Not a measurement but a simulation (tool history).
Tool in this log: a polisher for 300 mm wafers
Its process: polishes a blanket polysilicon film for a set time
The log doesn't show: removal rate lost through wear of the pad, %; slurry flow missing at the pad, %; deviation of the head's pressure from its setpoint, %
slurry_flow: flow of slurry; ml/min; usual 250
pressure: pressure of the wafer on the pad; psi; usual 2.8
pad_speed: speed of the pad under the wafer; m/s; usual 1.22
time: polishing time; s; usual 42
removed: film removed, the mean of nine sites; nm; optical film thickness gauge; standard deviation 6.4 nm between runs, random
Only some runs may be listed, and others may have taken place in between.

run	hour	slurry_flow	pressure	pad_speed	time	wafers since the last listed run	wafers polished on this pad	hours since the slurry nozzle was cleaned	hours since the head pressure was calibrated	incoming thickness of the incoming film, nm	removed
1	0	250	2.8	1.22	42	0	4155	375.8	569.6	1165.3	458.2
2	103.5	250	2.8	1.22	42	1226	5381	479.3	673.1	1178.1	453.2
# hour 131.8: worn pad replaced by a new one
3	190.5	250	2.8	1.22	42	983	695	566.3	760.1	1161.9	446.9
# hour 215.1: slurry nozzle cleaned
4	244.5	215	2.8	0.94	42	627	1323	29.4	814.1	1194.4	333.4
# hour 260.6: head pressure recalibrated
5	343.7	250	2.8	1.22	46	1151	2475	128.6	83.1	1181.3	502.6
6	418.6	250	2.8	1.22	42	887	3362	203.5	158	1176.4	446.7
7	481.3	250	2.8	1.22	42	742	4105	266.2	220.7	1182.9	462.8
8	580.3	250	2.8	1.22	42	1173	5278	365.2	319.7	1183.3	447.2
9	680.7	250	2.8	1.22	42	1189	6468	465.6	420.1	1198.7	452
# hour 690.5: worn pad replaced by a new one
# hour 754.9: slurry nozzle cleaned
10	787.1	250	2.5	1.22	42	1201	1132	32.2	526.5	1179.9	419.9
11	874.9	250	2.8	1.22	42	1040	2172	120	614.3	1194.8	457.4
12	955.7	250	2.8	1.22	42	957	3130	200.8	695.1	1187.4	454.1
13	1007.5	250	2.8	1.12	42	613	3744	252.6	746.9	1153.6	429.8
14	1052.5	250	2.8	1.12	42	533	4277	297.6	791.9	1195.9	410.4
15	1136.2	250	2.8	1.22	42	991	5268	381.3	875.6	1171.7	451.5
16	1210.5	270	3.2	1.22	42	880	6149	455.6	949.9	1183.1	498
# hour 1215.8: head pressure recalibrated
# hour 1230.9: worn pad replaced by a new one
17	1310.4	270	3.2	1.22	42	1112	941	555.5	94.6	1167.1	515.8
# hour 1327.9: slurry nozzle cleaned
18	1390.1	195	2.8	1.22	42	932	1874	62.2	174.3	1181	442.1
19	1437.2	190	2.8	1.44	55	558	2432	109.3	221.4	1175.6	686.8
20	1488	215	2.8	1.36	42	601	3034	160.1	272.2	1203.9	501.7
21	1570.2	250	2.8	1.22	42	973	4008	242.3	354.4	1189.5	452.1
22	1665.7	190	2.8	1.38	27	1131	5139	337.8	449.9	1177.1	320.4
23	1755.7	190	3.8	0.84	47	1066	6206	427.8	539.9	1187.7	430.6
24	1858	180	2.8	1.56	42	1212	7418	530.1	642.2	1175.2	553.2
# hour 1868.1: worn pad replaced by a new one
# hour 1906.7: slurry nozzle cleaned
25	1964.4	305	2.8	1.58	35	1201	1128	57.7	748.6	1180.5	500.4
26	2012.9	250	2.8	1.22	42	574	1703	106.2	797.1	1192	443.4
27	2088	250	2.8	1.38	30	889	2593	181.3	872.2	1164.8	371.5
28	2183.9	320	3.3	1.1	55	1136	3729	277.2	968.1	1165.2	621.6
# hour 2223.2: head pressure recalibrated
29	2285.2	250	2.8	1.22	42	1176	4906	378.5	62	1178.3	445.1
30	2370.8	250	2.8	1.22	42	1014	5920	464.1	147.6	1162.8	457.9
# hour 2391.4: worn pad replaced by a new one
31	2416.2	305	2.8	1.58	35	490	293	509.5	193	1198.7	507
32	2509.3	250	1.8	1.22	42	1103	1396	602.6	286.1	1173.1	327.2
# hour 2548.5: slurry nozzle cleaned
33	2568.8	250	2.8	1.22	42	693	2089	20.3	345.6	1187.2	454.3
34	2638.5	250	2.8	1.22	42	825	2915	90	415.3	1181.9	449.5
35	2698.4	250	3.5	1.22	30	709	3625	149.9	475.2	1184.4	378.6
36	2781.1	250	2.8	1.58	42	979	4605	232.6	557.9	1201.8	571.1
37	2836.4	270	3.2	1.22	42	655	5260	287.9	613.2	1183.6	513.1

What if the next run were any one of these 4? Each begins from the tool's condition after run 37:
A	2836.8	250	1.9	1.22	42	4	5265	288.3	613.6	1168.6	?
B	2836.8	175	2.4	1	42	4	5265	288.3	613.6	1168.6	?
C	2836.8	250	2.8	0.94	42	4	5265	288.3	613.6	1168.6	?
D	2836.8	250	2.3	0.8	42	4	5265	288.3	613.6	1168.6	?

run	removed
A	339.1
B	312.9
C	348.6
D	255.4
Stripped of hidden state, with their random variation kept, the same runs would have yielded:
run	removed
A	339.1
B	312.9
C	348.6
D	255.4
